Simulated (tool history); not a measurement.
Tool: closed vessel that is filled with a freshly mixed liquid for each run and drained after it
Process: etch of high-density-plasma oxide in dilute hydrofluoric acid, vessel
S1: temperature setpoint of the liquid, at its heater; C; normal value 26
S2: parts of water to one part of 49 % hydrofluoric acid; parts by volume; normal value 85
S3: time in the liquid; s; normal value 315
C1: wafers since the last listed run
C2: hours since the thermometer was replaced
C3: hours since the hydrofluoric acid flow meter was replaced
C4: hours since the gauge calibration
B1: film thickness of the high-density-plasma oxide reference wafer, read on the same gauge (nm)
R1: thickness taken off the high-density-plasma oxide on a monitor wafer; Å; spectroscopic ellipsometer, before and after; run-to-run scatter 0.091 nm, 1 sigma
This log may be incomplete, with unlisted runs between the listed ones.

run   hour    S1   S2   S3    C1      C2     C3     C4      B1     R1
  1      0    26  100  315     0  1848.1  549.1  130.8     130  206.7
  2   16.2    26  100  315  1293  1864.3  565.3    147  129.99  206.6
  3   44.4  27.5   85  315  2251  1892.5  593.5  175.2  129.98  263.6
  4   52.2    24   85  260   622  1900.3  601.3    183  130.02  191.6
  5   64.8    24   85  260  1005  1912.9  613.9  195.6  129.98  190.7
  6   75.9    26   85  235   886    1924    625  206.7  129.99  187.9
  7  128.6    26   85  315  4207  1976.7  677.7  259.4  130.02  251.6
  8    136    26   85  460   590  1984.1  685.1  266.8  129.99  367.8
     139.8  -- gauge calibrated
  9  153.9    26   85  460  1429    2002    703   14.1     130  366.8
 10  169.5    26   85  460  1245  2017.6  718.6   29.7  130.01  369.5
 11  179.8  22.5  100  315   822  2027.9  728.9     40  130.01  183.6
 12  193.5  22.5  100  315  1093  2041.6  742.6   53.7     130  184.6
 13  202.5  22.5  100  315   718  2050.6  751.6   62.7  130.01  185.9
 14  213.4  23.5   65  390   870  2061.5  762.5   73.6  130.01  382.8
 15  220.5    29   60  410   566  2068.6  769.6   80.7  130.01  549.4

Forecast run 16:
 16  237.6  26  125  175  1365  2085.7  786.7  97.8   ?   ?

{"run 16": {"B1": 129.97, "R1": 91.3}}
The same run, on a tool lacking any hidden state, would have yielded R1 75.7 Å.
